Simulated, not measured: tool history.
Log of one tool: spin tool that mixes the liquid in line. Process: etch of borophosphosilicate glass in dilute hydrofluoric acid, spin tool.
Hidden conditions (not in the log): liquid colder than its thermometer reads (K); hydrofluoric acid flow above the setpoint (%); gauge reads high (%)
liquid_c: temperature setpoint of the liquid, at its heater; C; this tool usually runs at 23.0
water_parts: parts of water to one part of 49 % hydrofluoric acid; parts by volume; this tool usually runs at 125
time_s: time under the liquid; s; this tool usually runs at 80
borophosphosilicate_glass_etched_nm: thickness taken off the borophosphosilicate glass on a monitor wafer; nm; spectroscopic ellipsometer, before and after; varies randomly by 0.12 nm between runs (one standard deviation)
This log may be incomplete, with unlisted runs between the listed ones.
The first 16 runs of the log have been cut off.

run	day	liquid_c	water_parts	time_s	wafers since the last listed run	hours since the thermometer was replaced	hours since the hydrofluoric acid flow meter was replaced	hours since the gauge calibration	read-back film thickness of the borophosphosilicate glass reference wafer, read on the same gauge (nm)	borophosphosilicate_glass_etched_nm
17	57.058	25.5	95	100	1001	662.3	774.3	1208.6	79.96	70.67
18	60.146	23.0	125	55	1112	736.4	848.4	1282.7	80.00	26.04
# day 61.792: hydrofluoric acid flow meter replaced
19	62.933	26.5	150	95	989	803.3	27.4	1349.6	80.00	41.42
20	66.808	20.0	125	80	1396	896.3	120.4	1442.6	79.99	33.45
21	70.508	23.0	125	80	1333	985.1	209.2	1531.4	80.01	37.65
22	72.654	25.5	95	105	773	1036.6	260.7	1582.9	79.96	74.12
23	74.179	23.0	125	80	549	1073.2	297.3	1619.5	80.01	37.77
24	75.883	23.0	125	80	613	1114.1	338.2	1660.4	79.97	37.80
25	78.821	23.0	125	80	1058	1184.6	408.7	1730.9	80.01	37.90
26	80.800	23.0	125	120	713	1232.1	456.2	1778.4	80.02	56.35
27	84.029	26.5	185	55	1163	1309.6	533.7	1855.9	80.05	18.63
28	87.533	21.0	140	95	1262	1393.7	617.8	1940.0	80.04	36.11
29	90.254	20.5	160	110	980	1459.0	683.1	2005.3	80.01	35.25
30	92.983	21.5	125	80	983	1524.5	748.6	2070.8	79.99	35.27
31	95.221	23.0	85	35	806	1578.2	802.3	2124.5	79.97	25.24
32	98.321	23.0	150	105	1116	1652.6	876.7	2198.9	80.01	39.87

4 options for the next run, each taken on its own from the tool as it stands now. Forecast them:
A	98.338	23.0	70	80	6	1653.0	877.1	2199.3	?	?
B	98.338	26.5	125	110	6	1653.0	877.1	2199.3	?	?
C	98.338	23.0	125	35	6	1653.0	877.1	2199.3	?	?
D	98.338	23.0	125	65	6	1653.0	877.1	2199.3	?	?

run	read-back film thickness of the borophosphosilicate glass reference wafer, read on the same gauge (nm)	borophosphosilicate_glass_etched_nm
A	80.01	71.56
B	80.01	59.12
C	80.01	16.42
D	80.01	30.50
Without the tool's hidden state the same runs would have given:
run	borophosphosilicate_glass_etched_nm
A	73.07
B	60.28
C	16.75
D	31.11
